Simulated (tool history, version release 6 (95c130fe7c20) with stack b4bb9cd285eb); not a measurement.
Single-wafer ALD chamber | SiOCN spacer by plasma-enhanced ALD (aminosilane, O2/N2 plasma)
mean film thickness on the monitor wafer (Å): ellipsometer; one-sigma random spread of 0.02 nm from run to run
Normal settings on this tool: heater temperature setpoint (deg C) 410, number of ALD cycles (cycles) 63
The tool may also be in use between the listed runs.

run     day  heater temperature setpoint (deg C)  number of ALD cycles (cycles)  read-back reference wafer on the same gauge, thickness_nm  mean film thickness on the monitor wafer (Å)
  1   0.000                                  410                             63                                                      4.073                                         36.88
  2   1.217                                  410                             63                                                      4.064                                         36.62
  3   2.292                                  410                             63                                                      4.050                                         36.81
  4   3.062                                  410                             55                                                      4.064                                         32.45
  5   3.833                                  410                             55                                                      4.065                                         32.26
  6   5.108                                  410                             55                                                      4.059                                         32.25
  7   5.958                                  410                             63                                                      4.061                                         36.80
  8   7.367                                  410                             63                                                      4.064                                         37.19
  9   8.654                                  410                             63                                                      4.069                                         37.10
 10   9.971                                  410                             63                                                      4.068                                         36.92
 11  10.517                                  410                             63                                                      4.063                                         36.82
 12  11.400                                  410                             63                                                      4.055                                         36.80
 13  12.279                                  410                             63                                                      4.059                                         37.10
     13.775  -- gauge calibrated
 14  15.858                                  410                             63                                                      4.050                                         36.94
 15  17.100                                  410                             63                                                      4.061                                         36.78
 16  18.208                                  410                             63                                                      4.063                                         36.93
 17  19.596                                  410                             63                                                      4.053                                         36.95
 18  20.512                                  420                             58                                                      4.065                                         32.88
 19  23.708                                  420                             58                                                      4.060                                         33.01
 20  25.025                                  420                             58                                                      4.052                                         32.75
 21  25.538                                  410                             63                                                      4.060                                         36.88
     25.979  -- thermocouple changed; heater temperature recalibrated
 22  26.700                                  421                             74                                                      4.066                                         41.14
 23  27.829                                  410                             63                                                      4.058                                         37.03
 24  28.429                                  415                             59                                                      4.065                                         33.81
 25  28.992                                  421                             74                                                      4.060                                         41.48
 26  29.525                                  400                             63                                                      4.064                                         38.14
 27  30.971                                  417                             63                                                      4.063                                         35.81
 28  32.417                                  410                             63                                                      4.066                                         36.74
 29  33.446                                  410                             63                                                      4.060                                         37.01
 30  34.192                                  403                             55                                                      4.064                                         32.96
 31  34.733                                  414                             69                                                      4.067                                         40.00
 32  35.488                                  410                             53                                                      4.061                                         31.21
 33  36.896                                  421                             55                                                      4.071                                         30.93
 34  38.208                                  410                             63                                                      4.063                                         37.08
 35  39.321                                  410                             69                                                      4.059                                         40.55
 36  39.979                                  418                             56                                                      4.063                                         31.65
 37  41.204                                  410                             74                                                      4.068                                         43.08
 38  42.300                                  410                             63                                                      4.069                                         36.92
 39  42.862                                  419                             58                                                      4.068                                         33.08
 40  43.704                                  410                             63                                                      4.059                                         36.70

3 options for the next run, each taken on its own from the tool as it stands now. Forecast them:
  A  43.725                                  410                             63                                                          ?                                             ?
  B  43.725                                  400                             53                                                          ?                                             ?
  C  43.725                                  410                             67                                                          ?                                             ?

run  read-back reference wafer on the same gauge, thickness_nm  mean film thickness on the monitor wafer (Å)
  A                                                      4.065                                         37.17
  B                                                      4.065                                         32.23
  C                                                      4.065                                         39.53
Take away the tool's hidden state, keep each run's random variation, and the runs would have read:
run  mean film thickness on the monitor wafer (Å)
  A                                         37.17
  B                                         32.23
  C                                         39.53
